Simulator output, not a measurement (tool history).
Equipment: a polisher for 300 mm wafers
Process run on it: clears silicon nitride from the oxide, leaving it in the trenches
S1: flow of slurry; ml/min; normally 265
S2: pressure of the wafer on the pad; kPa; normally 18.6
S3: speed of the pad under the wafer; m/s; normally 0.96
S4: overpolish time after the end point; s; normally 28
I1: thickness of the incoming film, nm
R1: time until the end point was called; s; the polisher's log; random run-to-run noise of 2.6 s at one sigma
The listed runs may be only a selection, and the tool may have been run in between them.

run   hour   S1    S2    S3  S4     I1     R1
  1    0.0  265  18.6  0.96  28  123.2  165.9
  2   16.5  265  18.6  0.96  28  127.2  174.6
  3   29.6  265  18.6  0.96  28  125.0  170.7
  4   40.6  265  18.6  0.96  28  125.7  168.9
  5   51.6  265  18.6  0.96  28  122.7  161.4
  6   62.9  265  18.6  0.96  28  125.9  172.5
  7   80.8  265  18.6  0.96  28  125.5  172.9
  8   94.5  265  18.6  0.96  19  125.1  169.7
  9  104.0  265  18.6  0.96  19  124.8  169.8
     112.9  -- worn pad replaced by a new one
 10  118.7  265  18.6  0.96  19  126.0  185.9
 11  127.2  265  18.6  0.96  28  125.5  182.0
     139.8  -- slurry nozzle cleaned
 12  143.6  265  23.4  0.96  28  122.8  144.1
 13  150.1  235  23.4  1.18  23  124.2  124.1
     157.9  -- worn pad replaced by a new one, repeated, since the last time left the tool worse
 14  164.7  265  18.6  0.96  28  124.9  161.1
 15  177.7  265  18.6  0.74  22  124.7  200.3
     180.2  -- head pressure recalibrated
 16  191.2  265  22.8  0.96  14  125.0  133.9
 17  201.3  190  24.1  1.08  15  125.2  118.7
 18  208.5  265  15.2  1.24  28  125.0  157.5
 19  219.1  265  18.6  0.96  41  125.6  165.6
 20  231.9  220  18.6  1.04  28  122.8  149.6

What if the next run were any one of these 5? Each begins from the tool's condition after run 20:
  A  232.4  265  18.6  0.96  40  126.7   ?
  B  232.4  340  21.4  0.96  28  126.7   ?
  C  232.4  290  17.2  1.26  41  126.7   ?
  D  232.4  265  18.6  1.06  28  126.7   ?
  E  232.4  210  18.6  0.96  21  126.7   ?

run     R1
  A  165.8
  B  141.0
  C  139.1
  D  151.9
  E  170.8
Stripped of hidden state, with their random variation kept, the same runs would have yielded:
run     R1
  A  161.4
  B  137.2
  C  135.4
  D  147.9
  E  166.3
